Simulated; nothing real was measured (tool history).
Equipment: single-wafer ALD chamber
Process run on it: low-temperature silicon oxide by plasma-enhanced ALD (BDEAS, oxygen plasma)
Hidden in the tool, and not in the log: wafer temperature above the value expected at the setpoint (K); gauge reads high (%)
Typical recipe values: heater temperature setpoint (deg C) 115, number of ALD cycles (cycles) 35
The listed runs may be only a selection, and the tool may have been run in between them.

run   hour  heater temperature setpoint (deg C)  number of ALD cycles (cycles)  wafers since the last listed run  hours since the last thermocouple change  hours since the gauge calibration  read-back reference wafer on the same gauge, thickness_nm  mean film thickness on the monitor wafer (nm)
  1    0.0                                  115                             35                                 0                                    2467.6                              215.3                                                      4.656                                          4.490
  2   18.6                                  115                             35                               114                                    2486.2                              233.9                                                      4.662                                          4.478
  3   30.7                                  115                             35                                74                                    2498.3                              246.0                                                      4.664                                          4.482
  4   45.6                                  115                             35                                91                                    2513.2                              260.9                                                      4.663                                          4.472
  5   66.8                                  127                             35                               130                                    2534.4                              282.1                                                      4.671                                          4.398
  6   85.8                                  127                             35                               117                                    2553.4                              301.1                                                      4.665                                          4.380
  7  121.1                                  115                             35                               217                                    2588.7                              336.4                                                      4.670                                          4.493
  8  148.0                                  115                             35                               166                                    2615.6                              363.3                                                      4.675                                          4.482
  9  169.9                                  115                             35                               135                                    2637.5                              385.2                                                      4.676                                          4.493
 10  198.6                                  121                             30                               177                                    2666.2                              413.9                                                      4.673                                          3.808
 11  214.6                                  121                             30                                98                                    2682.2                              429.9                                                      4.678                                          3.806
 12  243.4                                  121                             30                               177                                    2711.0                              458.7                                                      4.678                                          3.816
     249.6  -- gauge calibrated
 13  259.7                                  115                             35                               100                                    2727.3                               10.1                                                      4.612                                          4.412
     308.8  -- thermocouple changed; heater temperature recalibrated
 14  334.5                                  115                             41                               412                                      25.7                               84.9                                                      4.638                                          5.215
 15  360.1                                  115                             39                               158                                      51.3                              110.5                                                      4.646                                          4.972
 16  394.3                                  115                             38                               211                                      85.5                              144.7                                                      4.654                                          4.830
 17  424.1                                  115                             42                               183                                     115.3                              174.5                                                      4.660                                          5.364
 18  450.9                                  126                             38                               165                                     142.1                              201.3                                                      4.664                                          4.765
 19  485.5                                  115                             35                               213                                     176.7                              235.9                                                      4.672                                          4.464
 20  504.3                                  115                             35                               116                                     195.5                              254.7                                                      4.669                                          4.488
 21  536.4                                  120                             33                               198                                     227.6                              286.8                                                      4.675                                          4.187
 22  569.0                                  121                             37                               201                                     260.2                              319.4                                                      4.677                                          4.704
 23  589.3                                  100                             35                               125                                     280.5                              339.7                                                      4.680                                          4.601
 24  619.5                                  115                             35                               186                                     310.7                              369.9                                                      4.679                                          4.497

Take each entry between the runs: how does the hidden state at the last listed run before it differ from the hidden state at the first listed run after it?
Between runs 12 and 13: gauge calibrated (hour 249.6)
  gauge reads high (%): 1.67 -> 0.174
  measured value less the no-hidden-state value, mean film thickness on the monitor wafer (nm): +0.063 -> +0.007
Between runs 13 and 14: thermocouple changed; heater temperature recalibrated (hour 308.8)
  gauge reads high (%): 0.174 -> 0.829
  measured value less the no-hidden-state value, mean film thickness on the monitor wafer (nm): +0.007 -> +0.043
